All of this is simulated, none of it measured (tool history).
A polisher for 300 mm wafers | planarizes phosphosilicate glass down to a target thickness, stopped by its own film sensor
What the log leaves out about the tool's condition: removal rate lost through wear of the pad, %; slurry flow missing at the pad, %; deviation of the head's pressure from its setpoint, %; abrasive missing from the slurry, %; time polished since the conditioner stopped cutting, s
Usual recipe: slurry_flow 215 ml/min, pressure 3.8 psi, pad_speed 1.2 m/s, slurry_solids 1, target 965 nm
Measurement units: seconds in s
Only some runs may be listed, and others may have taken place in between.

run	hour	slurry_flow	pressure	pad_speed	slurry_solids	target	wafers since the last listed run	wafers polished on this pad	hours since the slurry nozzle was cleaned	hours since the head pressure was calibrated	hours since the slurry blender was calibrated	hours since the conditioning disc was replaced	incoming thickness of the incoming film, nm	seconds
1	0	215	3.8	1.2	1	965	0	203	240.2	454.1	33.6	85.2	1943.5	77.5
2	35.9	215	3.8	1.2	1	965	341	545	276.1	490	69.5	121.1	1941.1	76.6
# hour 59.5: slurry nozzle cleaned
3	67.4	215	3.8	1.2	1	965	290	835	7.9	521.5	101	152.6	1957.3	77.5
4	89.4	215	3.8	1.2	1	965	209	1045	29.9	543.5	123	174.6	1924.3	75.7
5	120.3	245	3.8	1.2	1	1290	294	1339	60.8	574.4	153.9	205.5	1905.1	46.2
6	150.2	215	3.8	1.2	1	965	284	1624	90.7	604.3	183.8	235.4	1927.2	74.1
7	183.8	170	3.8	1.2	1	965	320	1944	124.3	637.9	217.4	269	1964.7	77.6
# hour 194.2: worn pad replaced by a new one
8	214.3	190	3.8	0.86	0.8	854	252	191	154.8	668.4	247.9	299.5	1915.6	125
# hour 240.6: slurry blender recalibrated
9	242.3	145	4.9	1.2	1	965	247	438	182.8	696.4	1.7	327.5	1942.5	60.4
10	272.8	215	2.9	1.34	0.75	965	290	729	213.3	726.9	32.2	358	1937	110.2
11	288.9	215	4.3	1.2	1.2	965	153	882	229.4	743	48.3	374.1	1936.9	57.3
12	322	215	3.8	1.2	1	965	315	1197	262.5	776.1	81.4	407.2	1919.7	70.8
13	355.7	240	3.8	0.82	1.1	630	320	1518	296.2	809.8	115.1	440.9	1970.2	126.3
# hour 362.3: slurry nozzle cleaned
14	380.7	215	3.8	1.2	1	965	228	1747	18.4	834.8	140.1	465.9	1953.1	72.8
15	413.3	215	5	1.2	1	1114	310	2057	51	867.4	172.7	498.5	1958.8	48.5
# hour 422.5: worn pad replaced by a new one
16	445.1	215	2.7	1.32	1	965	264	215	82.8	899.2	204.5	530.3	1946.1	91.5
# hour 457.6: head pressure recalibrated
17	476.7	215	3.8	1.2	1	965	281	496	114.4	19.1	236.1	561.9	1931.8	80.2
# hour 526.1: slurry blender recalibrated
# hour 542.1: conditioning disc replaced and pad reconditioned
18	554.1	215	3.8	1.2	1	965	699	1196	191.8	96.5	28	12	1959.6	82.6
19	577.7	165	3.8	0.82	1	965	224	1420	215.4	120.1	51.6	35.6	1924.4	109.6
20	602.1	270	3.8	1.52	1	965	232	1653	239.8	144.5	76	60	1942.7	65.9
# hour 666.2: worn pad replaced by a new one
21	697.1	215	2.7	1.2	0.9	965	866	294	334.8	239.5	171	155	1928	115.2
22	727.9	215	3.8	1.2	1	965	293	587	365.6	270.3	201.8	185.8	1943.7	80.4
# hour 734.8: slurry nozzle cleaned
23	750.6	215	3.8	1.2	1	965	206	794	15.8	293	224.5	208.5	1945.2	82.7
# hour 764.7: slurry blender recalibrated
24	783.7	215	3.2	1.36	1	965	296	1090	48.9	326.1	19	241.6	1930	84.5

Alternative continuations, all from the tool just after run 24; predict every row:
A	784.2	215	3.8	1.06	1	965	4	1095	49.4	326.6	19.5	242.1	1951.3	?
B	784.2	215	3.8	1.5	1	965	4	1095	49.4	326.6	19.5	242.1	1951.3	?
C	784.2	150	4.6	1.02	1.2	965	4	1095	49.4	326.6	19.5	242.1	1951.3	?
D	784.2	215	3.8	1.2	0.75	965	4	1095	49.4	326.6	19.5	242.1	1951.3	?
E	784.2	190	3	1.2	1	965	4	1095	49.4	326.6	19.5	242.1	1951.3	?

run	seconds
A	89.4
B	67.7
C	71.2
D	100.3
E	102.2
The same runs, with their run-to-run variation unchanged, on a tool lacking any hidden condition would have given:
run	seconds
A	88.4
B	66.9
C	70.3
D	99.1
E	101

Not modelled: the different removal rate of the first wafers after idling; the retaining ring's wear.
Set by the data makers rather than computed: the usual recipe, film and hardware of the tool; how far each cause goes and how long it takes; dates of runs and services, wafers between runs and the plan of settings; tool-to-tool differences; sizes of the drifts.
